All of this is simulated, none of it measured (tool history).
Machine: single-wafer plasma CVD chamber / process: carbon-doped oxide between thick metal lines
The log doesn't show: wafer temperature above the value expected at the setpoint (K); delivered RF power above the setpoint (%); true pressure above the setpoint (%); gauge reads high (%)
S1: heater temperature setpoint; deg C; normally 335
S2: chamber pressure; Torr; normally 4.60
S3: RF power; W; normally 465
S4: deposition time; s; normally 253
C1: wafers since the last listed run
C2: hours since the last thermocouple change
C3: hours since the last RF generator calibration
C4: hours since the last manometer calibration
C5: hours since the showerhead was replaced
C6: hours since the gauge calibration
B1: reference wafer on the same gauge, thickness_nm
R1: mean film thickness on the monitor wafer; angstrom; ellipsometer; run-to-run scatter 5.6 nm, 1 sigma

Run 1, hour 0.0: usual settings but S2 4.01 Torr; C1 0; C2 881.1; C3 1248.2; C4 1427.6; C5 2708.0; C6 80.0; B1 949.389. Result: R1 11279.50 angstrom.
Run 2, hour 73.1: usual settings; C1 554; C2 954.2; C3 1321.3; C4 1500.7; C5 2781.1; C6 153.1; B1 950.771. Result: R1 11610.85 angstrom.
Run 3, hour 162.6: usual settings; C1 678; C2 1043.7; C3 1410.8; C4 1590.2; C5 2870.6; C6 242.6; B1 950.562. Result: R1 11644.31 angstrom.
Run 4, hour 210.2: usual settings; C1 360; C2 1091.3; C3 1458.4; C4 1637.8; C5 2918.2; C6 290.2; B1 949.102. Result: R1 11630.30 angstrom.
Run 5, hour 290.7: usual settings; C1 610; C2 1171.8; C3 1538.9; C4 1718.3; C5 2998.7; C6 370.7; B1 949.568. Result: R1 11519.27 angstrom.
Run 6, hour 397.0: usual settings; C1 805; C2 1278.1; C3 1645.2; C4 1824.6; C5 3105.0; C6 477.0; B1 949.674. Result: R1 11483.12 angstrom.
Run 7, hour 448.8: usual settings; C1 392; C2 1329.9; C3 1697.0; C4 1876.4; C5 3156.8; C6 528.8; B1 950.297. Result: R1 11481.48 angstrom.
Run 8, hour 550.5: usual settings; C1 771; C2 1431.6; C3 1798.7; C4 1978.1; C5 3258.5; C6 630.5; B1 951.115. Result: R1 11479.06 angstrom.
Run 9, hour 615.2: usual settings; C1 490; C2 1496.3; C3 1863.4; C4 2042.8; C5 3323.2; C6 695.2; B1 949.794. Result: R1 11442.35 angstrom.
At hour 649.0: showerhead replaced, of another model than before.
Run 10, hour 686.4: usual settings; C1 479; C2 1567.5; C3 1934.6; C4 2114.0; C5 37.4; C6 766.4; B1 950.147. Result: R1 11683.04 angstrom.
Run 11, hour 780.7: usual settings; C1 715; C2 1661.8; C3 2028.9; C4 2208.3; C5 131.7; C6 860.7; B1 950.297. Result: R1 11611.96 angstrom.
Run 12, hour 871.9: usual settings but S1 342 deg C, S2 5.16 Torr, S3 415 W, S4 267 s; C1 691; C2 1753.0; C3 2120.1; C4 2299.5; C5 222.9; C6 951.9; B1 949.746. Result: R1 11416.99 angstrom.
Run 13, hour 921.5: usual settings but S1 324 deg C; C1 376; C2 1802.6; C3 2169.7; C4 2349.1; C5 272.5; C6 1001.5; B1 950.146. Result: R1 11964.19 angstrom.
Run 14, hour 1021.3: usual settings but S1 331 deg C, S2 5.51 Torr, S3 435 W, S4 204 s; C1 756; C2 1902.4; C3 2269.5; C4 2448.9; C5 372.3; C6 1101.3; B1 950.919. Result: R1 9251.68 angstrom.
At hour 1028.0: gauge calibrated.
Run 15, hour 1085.3: usual settings; C1 485; C2 1966.4; C3 2333.5; C4 2512.9; C5 436.3; C6 57.3; B1 950.918. Result: R1 11523.01 angstrom.
Run 16, hour 1135.2: usual settings but S1 349 deg C; C1 378; C2 2016.3; C3 2383.4; C4 2562.8; C5 486.2; C6 107.2; B1 949.682. Result: R1 11064.78 angstrom.
At hour 1172.2: thermocouple changed; heater temperature recalibrated.
At hour 1181.1: RF generator calibrated.
Run 17, hour 1234.0: usual settings; C1 627; C2 61.8; C3 52.9; C4 2661.6; C5 585.0; C6 206.0; B1 950.163. Result: R1 11726.05 angstrom.
At hour 1289.6: capacitance manometer re-zeroed and calibrated.
Run 18, hour 1301.3: usual settings but S1 347 deg C, S3 425 W; C1 449; C2 129.1; C3 120.2; C4 11.7; C5 652.3; C6 273.3; B1 951.704. Result: R1 10921.62 angstrom.
Run 19, hour 1395.5: usual settings but S2 5.60 Torr; C1 714; C2 223.3; C3 214.4; C4 105.9; C5 746.5; C6 367.5; B1 950.588. Result: R1 12091.67 angstrom.
Run 20, hour 1493.4: usual settings but S2 3.53 Torr; C1 742; C2 321.2; C3 312.3; C4 203.8; C5 844.4; C6 465.4; B1 949.915. Result: R1 11372.18 angstrom.
Run 21, hour 1578.1: usual settings but S4 269 s; C1 642; C2 405.9; C3 397.0; C4 288.5; C5 929.1; C6 550.1; B1 949.421. Result: R1 12540.20 angstrom.
Run 22, hour 1658.0: usual settings but S1 325 deg C, S3 390 W; C1 605; C2 485.8; C3 476.9; C4 368.4; C5 1009.0; C6 630.0; B1 948.911. Result: R1 11057.39 angstrom.

Give the tool's hidden conditions for every run:
wafer temperature above the value expected at the setpoint (K): 0 on each run
true pressure above the setpoint (%): 0 on each run
gauge reads high (%): 0 on each run
H1: delivered RF power above the setpoint (%)
run      H1
  1   -1.61
  2   -1.79
  3   -2.01
  4   -2.14
  5   -2.37
  6   -2.68
  7   -2.85
  8   -3.18
  9    -3.4
 10   -3.65
 11      -4
 12   -4.36
 13   -4.56
 14   -4.97
 15   -5.25
 16   -5.47
 17  -0.522
 18  -0.533
 19  -0.563
 20  -0.611
 21  -0.667
 22  -0.733

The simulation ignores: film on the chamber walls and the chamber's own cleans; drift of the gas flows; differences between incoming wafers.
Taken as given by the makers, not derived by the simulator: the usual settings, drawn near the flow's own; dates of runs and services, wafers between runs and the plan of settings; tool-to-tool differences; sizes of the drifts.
